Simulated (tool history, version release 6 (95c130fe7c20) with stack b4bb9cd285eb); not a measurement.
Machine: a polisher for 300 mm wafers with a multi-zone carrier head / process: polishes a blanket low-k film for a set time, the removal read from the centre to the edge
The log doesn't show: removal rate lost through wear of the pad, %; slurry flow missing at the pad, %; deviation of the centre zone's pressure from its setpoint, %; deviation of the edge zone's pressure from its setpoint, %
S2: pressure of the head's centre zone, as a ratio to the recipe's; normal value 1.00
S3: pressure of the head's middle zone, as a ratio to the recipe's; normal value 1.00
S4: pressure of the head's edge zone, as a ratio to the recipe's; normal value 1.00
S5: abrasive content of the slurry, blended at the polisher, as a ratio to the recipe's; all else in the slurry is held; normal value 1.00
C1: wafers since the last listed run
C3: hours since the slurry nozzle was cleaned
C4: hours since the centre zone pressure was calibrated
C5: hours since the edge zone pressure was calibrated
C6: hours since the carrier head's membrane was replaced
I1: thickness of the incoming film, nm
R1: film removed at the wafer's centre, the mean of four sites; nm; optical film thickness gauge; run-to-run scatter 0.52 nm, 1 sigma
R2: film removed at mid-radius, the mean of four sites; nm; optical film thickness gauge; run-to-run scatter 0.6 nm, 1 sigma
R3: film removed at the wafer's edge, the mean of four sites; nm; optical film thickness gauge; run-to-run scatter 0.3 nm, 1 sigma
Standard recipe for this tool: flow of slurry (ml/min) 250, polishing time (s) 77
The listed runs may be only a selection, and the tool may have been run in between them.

{"run": 1, "hour": 0.0, "flow of slurry (ml/min)": 250, "S2": 1.0, "S3": 1.0, "S4": 1.0, "S5": 1.0, "polishing time (s)": 77, "C1": 0, "wafers polished on this pad": 702, "C3": 52.8, "C4": 53.3, "C5": 37.0, "C6": 646.6, "I1": 559.8, "R1": 39.6, "R2": 40.4, "R3": 40.6}
{"run": 2, "hour": 42.8, "flow of slurry (ml/min)": 250, "S2": 1.0, "S3": 1.0, "S4": 1.0, "S5": 1.0, "polishing time (s)": 77, "C1": 327, "wafers polished on this pad": 1029, "C3": 95.6, "C4": 96.1, "C5": 79.8, "C6": 689.4, "I1": 558.1, "R1": 39.6, "R2": 40.8, "R3": 40.3}
{"run": 3, "hour": 92.8, "flow of slurry (ml/min)": 250, "S2": 1.0, "S3": 1.0, "S4": 1.0, "S5": 1.2, "polishing time (s)": 77, "C1": 382, "wafers polished on this pad": 1411, "C3": 145.6, "C4": 146.1, "C5": 129.8, "C6": 739.4, "I1": 558.1, "R1": 41.3, "R2": 41.8, "R3": 42.6}
{"run": 4, "hour": 119.8, "flow of slurry (ml/min)": 250, "S2": 1.0, "S3": 1.0, "S4": 1.0, "S5": 1.2, "polishing time (s)": 77, "C1": 206, "wafers polished on this pad": 1618, "C3": 172.6, "C4": 173.1, "C5": 156.8, "C6": 766.4, "I1": 561.4, "R1": 40.2, "R2": 41.4, "R3": 42.1}
{"run": 5, "hour": 147.4, "flow of slurry (ml/min)": 250, "S2": 1.0, "S3": 1.0, "S4": 1.0, "S5": 1.2, "polishing time (s)": 77, "C1": 210, "wafers polished on this pad": 1829, "C3": 200.2, "C4": 200.7, "C5": 184.4, "C6": 794.0, "I1": 556.1, "R1": 39.8, "R2": 40.5, "R3": 40.6}
{"run": 6, "hour": 181.3, "flow of slurry (ml/min)": 250, "S2": 0.94, "S3": 0.88, "S4": 0.92, "S5": 1.0, "polishing time (s)": 77, "C1": 259, "wafers polished on this pad": 2088, "C3": 234.1, "C4": 234.6, "C5": 218.3, "C6": 827.9, "I1": 553.2, "R1": 32.6, "R2": 32.8, "R3": 34.5}
{"hour": 199.4, "done": "worn pad replaced by a new one"}
{"run": 7, "hour": 224.4, "flow of slurry (ml/min)": 250, "S2": 1.0, "S3": 1.09, "S4": 1.04, "S5": 1.0, "polishing time (s)": 77, "C1": 298, "wafers polished on this pad": 190, "C3": 277.2, "C4": 277.7, "C5": 261.4, "C6": 871.0, "I1": 562.0, "R1": 38.6, "R2": 43.5, "R3": 41.2}
{"run": 8, "hour": 248.4, "flow of slurry (ml/min)": 330, "S2": 0.91, "S3": 1.0, "S4": 1.08, "S5": 1.0, "polishing time (s)": 68, "C1": 183, "wafers polished on this pad": 374, "C3": 301.2, "C4": 301.7, "C5": 285.4, "C6": 895.0, "I1": 558.7, "R1": 32.8, "R2": 35.3, "R3": 37.7}
{"hour": 257.7, "done": "centre zone pressure recalibrated"}
{"run": 9, "hour": 285.6, "flow of slurry (ml/min)": 250, "S2": 0.92, "S3": 1.0, "S4": 1.0, "S5": 1.0, "polishing time (s)": 60, "C1": 268, "wafers polished on this pad": 643, "C3": 338.4, "C4": 27.9, "C5": 322.6, "C6": 932.2, "I1": 562.6, "R1": 27.5, "R2": 30.5, "R3": 30.8}
{"run": 10, "hour": 328.0, "flow of slurry (ml/min)": 250, "S2": 1.0, "S3": 1.0, "S4": 1.0, "S5": 1.0, "polishing time (s)": 77, "C1": 324, "wafers polished on this pad": 967, "C3": 380.8, "C4": 70.3, "C5": 365.0, "C6": 974.6, "I1": 553.4, "R1": 37.2, "R2": 37.5, "R3": 38.7}
{"hour": 356.0, "done": "carrier head's membrane replaced by a new one"}
{"hour": 356.5, "done": "slurry nozzle cleaned"}
{"run": 11, "hour": 370.7, "flow of slurry (ml/min)": 250, "S2": 1.04, "S3": 0.96, "S4": 1.0, "S5": 1.15, "polishing time (s)": 56, "C1": 284, "wafers polished on this pad": 1252, "C3": 14.2, "C4": 113.0, "C5": 407.7, "C6": 14.7, "I1": 548.2, "R1": 29.9, "R2": 29.0, "R3": 30.4}
{"hour": 397.5, "done": "edge zone pressure recalibrated"}
{"run": 12, "hour": 398.0, "flow of slurry (ml/min)": 250, "S2": 1.0, "S3": 0.89, "S4": 0.94, "S5": 1.0, "polishing time (s)": 77, "C1": 193, "wafers polished on this pad": 1445, "C3": 41.5, "C4": 140.3, "C5": 0.5, "C6": 42.0, "I1": 559.4, "R1": 37.3, "R2": 33.9, "R3": 37.5}
{"run": 13, "hour": 427.4, "flow of slurry (ml/min)": 250, "S2": 1.0, "S3": 1.0, "S4": 1.0, "S5": 1.15, "polishing time (s)": 77, "C1": 224, "wafers polished on this pad": 1670, "C3": 70.9, "C4": 169.7, "C5": 29.9, "C6": 71.4, "I1": 560.2, "R1": 37.6, "R2": 39.6, "R3": 40.4}
{"run": 14, "hour": 453.0, "flow of slurry (ml/min)": 250, "S2": 1.0, "S3": 1.0, "S4": 0.89, "S5": 1.0, "polishing time (s)": 77, "C1": 195, "wafers polished on this pad": 1865, "C3": 96.5, "C4": 195.3, "C5": 55.5, "C6": 97.0, "I1": 556.7, "R1": 35.3, "R2": 36.4, "R3": 34.3}
{"run": 15, "hour": 486.1, "flow of slurry (ml/min)": 250, "S2": 1.0, "S3": 1.0, "S4": 1.0, "S5": 1.0, "polishing time (s)": 77, "C1": 252, "wafers polished on this pad": 2118, "C3": 129.6, "C4": 228.4, "C5": 88.6, "C6": 130.1, "I1": 558.6, "R1": 34.5, "R2": 34.7, "R3": 34.7}
{"hour": 503.1, "done": "worn pad replaced by a new one"}
{"run": 16, "hour": 531.1, "flow of slurry (ml/min)": 250, "S2": 1.0, "S3": 1.0, "S4": 1.0, "S5": 1.0, "polishing time (s)": 77, "C1": 313, "wafers polished on this pad": 214, "C3": 174.6, "C4": 273.4, "C5": 133.6, "C6": 175.1, "I1": 565.3, "R1": 39.5, "R2": 41.4, "R3": 41.3}
{"run": 17, "hour": 591.2, "flow of slurry (ml/min)": 250, "S2": 0.93, "S3": 1.0, "S4": 1.0, "S5": 1.0, "polishing time (s)": 77, "C1": 459, "wafers polished on this pad": 673, "C3": 234.7, "C4": 333.5, "C5": 193.7, "C6": 235.2, "I1": 553.8, "R1": 36.3, "R2": 40.4, "R3": 40.6}
{"run": 18, "hour": 620.9, "flow of slurry (ml/min)": 250, "S2": 0.92, "S3": 1.07, "S4": 1.0, "S5": 1.0, "polishing time (s)": 77, "C1": 226, "wafers polished on this pad": 900, "C3": 264.4, "C4": 363.2, "C5": 223.4, "C6": 264.9, "I1": 565.0, "R1": 35.9, "R2": 41.6, "R3": 39.5}
{"hour": 656.2, "done": "centre zone pressure recalibrated"}
{"run": 19, "hour": 665.0, "flow of slurry (ml/min)": 250, "S2": 1.0, "S3": 1.07, "S4": 1.0, "S5": 1.0, "polishing time (s)": 77, "C1": 321, "wafers polished on this pad": 1222, "C3": 308.5, "C4": 8.8, "C5": 267.5, "C6": 309.0, "I1": 554.3, "R1": 37.4, "R2": 40.4, "R3": 38.5}
{"run": 20, "hour": 703.8, "flow of slurry (ml/min)": 220, "S2": 1.0, "S3": 0.88, "S4": 0.92, "S5": 1.1, "polishing time (s)": 77, "C1": 296, "wafers polished on this pad": 1518, "C3": 347.3, "C4": 47.6, "C5": 306.3, "C6": 347.8, "I1": 564.0, "R1": 36.4, "R2": 33.0, "R3": 36.7}
{"hour": 733.5, "done": "worn pad replaced by a new one"}
{"run": 21, "hour": 768.1, "flow of slurry (ml/min)": 250, "S2": 1.0, "S3": 1.0, "S4": 1.0, "S5": 1.0, "polishing time (s)": 77, "C1": 460, "wafers polished on this pad": 264, "C3": 411.6, "C4": 111.9, "C5": 370.6, "C6": 412.1, "I1": 569.1, "R1": 37.3, "R2": 37.9, "R3": 38.9}
{"run": 22, "hour": 802.2, "flow of slurry (ml/min)": 250, "S2": 0.95, "S3": 0.92, "S4": 1.0, "S5": 1.0, "polishing time (s)": 77, "C1": 260, "wafers polished on this pad": 525, "C3": 445.7, "C4": 146.0, "C5": 404.7, "C6": 446.2, "I1": 559.4, "R1": 34.3, "R2": 34.7, "R3": 38.1}

A few steps of R1 between consecutive runs. Split each: what settings, incoming material and random variation would produce without the hidden state, and what is left over for the hidden state, along with gauge scatter present in only one of the two compared results (measured, and without hidden state):
Run 6 -> 7: S2 0.94 -> 1.00, S3 0.88 -> 1.09, S4 0.92 -> 1.04, worn pad replaced by a new one. R1 +6.0 nm: hidden state +4.0, all else +2.0.
Run 9 -> 10: S2 0.92 -> 1.00, polishing time (s) 60 -> 77. R1 +9.7 nm: hidden state -2.0, all else +11.7.
Run 11 -> 12: S2 1.04 -> 1.00, S3 0.96 -> 0.89, S4 1.00 -> 0.94, S5 1.15 -> 1.00, polishing time (s) 56 -> 77, edge zone pressure recalibrated. R1 +7.4 nm: hidden state -1.3, all else +8.7.
Run 15 -> 16: worn pad replaced by a new one. R1 +5.0 nm: hidden state +5.9, all else -0.9.

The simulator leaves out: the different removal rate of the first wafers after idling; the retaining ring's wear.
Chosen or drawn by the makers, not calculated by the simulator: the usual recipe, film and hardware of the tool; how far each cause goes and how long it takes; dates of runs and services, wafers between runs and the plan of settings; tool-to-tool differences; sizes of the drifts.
